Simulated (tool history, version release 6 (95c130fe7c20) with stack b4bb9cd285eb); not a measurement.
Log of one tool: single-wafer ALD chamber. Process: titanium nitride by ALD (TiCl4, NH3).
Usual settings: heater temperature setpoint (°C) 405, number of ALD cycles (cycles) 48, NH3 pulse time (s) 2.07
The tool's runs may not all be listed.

run    hour  heater temperature setpoint (°C)  number of ALD cycles (cycles)  NH3 pulse time (s)  read-back reference wafer on the same gauge, thickness_nm  mean film thickness on the monitor wafer (Å)
  1       0                               405                             48                2.07                                                       1.22                                         10.71
  2    84.9                               405                             48                2.07                                                       1.22                                         10.78
  3     150                               405                             48                2.07                                                      1.221                                         10.74
  4   255.5                               405                             48                2.07                                                       1.22                                         10.73
  5   334.3                               405                             48                2.07                                                      1.221                                         10.72
  6   506.9                               405                             48                2.07                                                       1.22                                         10.73
  7   549.5                               417                             48                2.07                                                       1.22                                         10.78
  8   625.7                               417                             48                2.07                                                       1.22                                         10.72
  9   711.9                               405                             48                2.07                                                       1.22                                         10.72
 10   757.6                               405                             48                2.07                                                       1.22                                         10.76
 11   845.4                               405                             48                2.07                                                       1.22                                         10.75
 12   921.8                               405                             48                2.07                                                       1.22                                         10.72
 13  1003.6                               405                             48                2.07                                                       1.22                                         10.68
 14    1212                               405                             48                2.41                                                       1.22                                         10.83
 15    1291                               405                             48                2.07                                                       1.22                                         10.72
 16  1500.2                               405                             48                2.07                                                       1.22                                         10.71
 17  1563.3                               397                             57                2.44                                                       1.22                                         12.73
 18  1633.7                               391                             45                 2.5                                                       1.22                                         10.01
 19  1716.1                               392                             48                1.69                                                      1.219                                         10.53
 20    1770                               405                             48                2.36                                                      1.221                                          10.8
 21  1867.4                               405                             48                1.39                                                      1.221                                         10.53
 22  1962.6                               411                             56                1.74                                                       1.22                                         12.44
 23  2025.5                               405                             48                2.07                                                      1.219                                         10.77
 24  2102.1                               405                             48                2.07                                                      1.221                                         10.72
 25  2194.3                               394                             57                2.07                                                       1.22                                         12.69
 26  2289.6                               393                             41                2.62                                                       1.22                                          9.13
 27  2343.1                               405                             48                1.41                                                      1.219                                          10.6

Not shown: 5 entries that the log had between the listed runs. Between which runs, and how does the tool's hidden state differ before and after?
Between runs 1 and 2: gauge calibrated (hour 56)
  no hidden state differs between the two runs
Between runs 4 and 5: thermocouple changed; heater temperature recalibrated (hour 289.6)
  no hidden state differs between the two runs
Between runs 13 and 14: gauge calibrated (hour 1159.7)
  no hidden state differs between the two runs
Between runs 14 and 15: showerhead replaced (hour 1252)
  no hidden state differs between the two runs
Between runs 17 and 18: thermocouple changed; heater temperature recalibrated (hour 1632.9)
  no hidden state differs between the two runs
